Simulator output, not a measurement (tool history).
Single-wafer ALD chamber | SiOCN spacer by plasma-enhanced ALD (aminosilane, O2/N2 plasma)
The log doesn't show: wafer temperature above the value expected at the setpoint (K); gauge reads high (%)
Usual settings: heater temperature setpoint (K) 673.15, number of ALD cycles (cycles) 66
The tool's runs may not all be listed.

| run | hour | heater temperature setpoint (K) | number of ALD cycles (cycles) | wafers since the last listed run | hours since the last thermocouple change | hours since the gauge calibration | read-back reference wafer on the same gauge, thickness_nm | mean film thickness on the monitor wafer (angstrom) |
|---|---|---|---|---|---|---|---|---|
| 1 | 0.0 | 673.15 | 66 | 0 | 1333.5 | 259.1 | 3.857 | 38.45 |
| 2 | 26.9 | 673.15 | 66 | 118 | 1360.4 | 286.0 | 3.859 | 38.32 |
| 3 | 62.4 | 673.15 | 66 | 157 | 1395.9 | 321.5 | 3.859 | 38.31 |
| 4 | 96.3 | 670.15 | 66 | 149 | 1429.8 | 355.4 | 3.864 | 38.52 |
| 5 | 112.9 | 670.15 | 66 | 73 | 1446.4 | 372.0 | 3.860 | 38.40 |
| 6 | 127.7 | 670.15 | 66 | 65 | 1461.2 | 386.8 | 3.862 | 38.16 |
| 7 | 153.7 | 673.15 | 66 | 115 | 1487.2 | 412.8 | 3.859 | 38.39 |
| 8 | 167.3 | 665.15 | 60 | 60 | 1500.8 | 426.4 | 3.861 | 34.67 |
| 9 | 202.5 | 665.15 | 60 | 155 | 1536.0 | 461.6 | 3.858 | 34.77 |
| 10 | 238.6 | 665.15 | 60 | 159 | 1572.1 | 497.7 | 3.859 | 34.83 |
| 11 | 262.0 | 682.15 | 76 | 103 | 1595.5 | 521.1 | 3.861 | 42.78 |
|  | 282.1 | gauge calibrated |
|  | 302.3 | thermocouple changed; heater temperature recalibrated |
| 12 | 302.8 | 673.15 | 66 | 145 | 0.5 | 20.7 | 3.859 | 38.21 |
| 13 | 319.1 | 668.15 | 70 | 72 | 16.8 | 37.0 | 3.859 | 40.63 |
| 14 | 368.3 | 661.15 | 77 | 217 | 66.0 | 86.2 | 3.862 | 44.90 |
| 15 | 388.7 | 665.15 | 60 | 90 | 86.4 | 106.6 | 3.858 | 34.85 |
| 16 | 421.3 | 686.15 | 59 | 144 | 119.0 | 139.2 | 3.861 | 32.77 |
| 17 | 434.2 | 668.15 | 66 | 57 | 131.9 | 152.1 | 3.855 | 38.32 |
| 18 | 457.0 | 663.15 | 73 | 100 | 154.7 | 174.9 | 3.857 | 42.40 |
| 19 | 487.8 | 673.15 | 66 | 136 | 185.5 | 205.7 | 3.862 | 38.25 |
| 20 | 509.7 | 673.15 | 66 | 96 | 207.4 | 227.6 | 3.860 | 38.29 |

Forecast each of these 3 alternatives for the next run:
| A | 510.2 | 673.15 | 66 | 2 | 207.9 | 228.1 | ? | ? |
| B | 510.2 | 673.15 | 56 | 2 | 207.9 | 228.1 | ? | ? |
| C | 510.2 | 660.15 | 74 | 2 | 207.9 | 228.1 | ? | ? |

| run | read-back reference wafer on the same gauge, thickness_nm | mean film thickness on the monitor wafer (angstrom) |
|---|---|---|
| A | 3.865 | 38.24 |
| B | 3.865 | 32.44 |
| C | 3.865 | 42.87 |
The same runs, with their run-to-run variation unchanged, on a tool lacking any hidden condition would have given:
| run | mean film thickness on the monitor wafer (angstrom) |
|---|---|
| A | 38.24 |
| B | 32.44 |
| C | 42.87 |

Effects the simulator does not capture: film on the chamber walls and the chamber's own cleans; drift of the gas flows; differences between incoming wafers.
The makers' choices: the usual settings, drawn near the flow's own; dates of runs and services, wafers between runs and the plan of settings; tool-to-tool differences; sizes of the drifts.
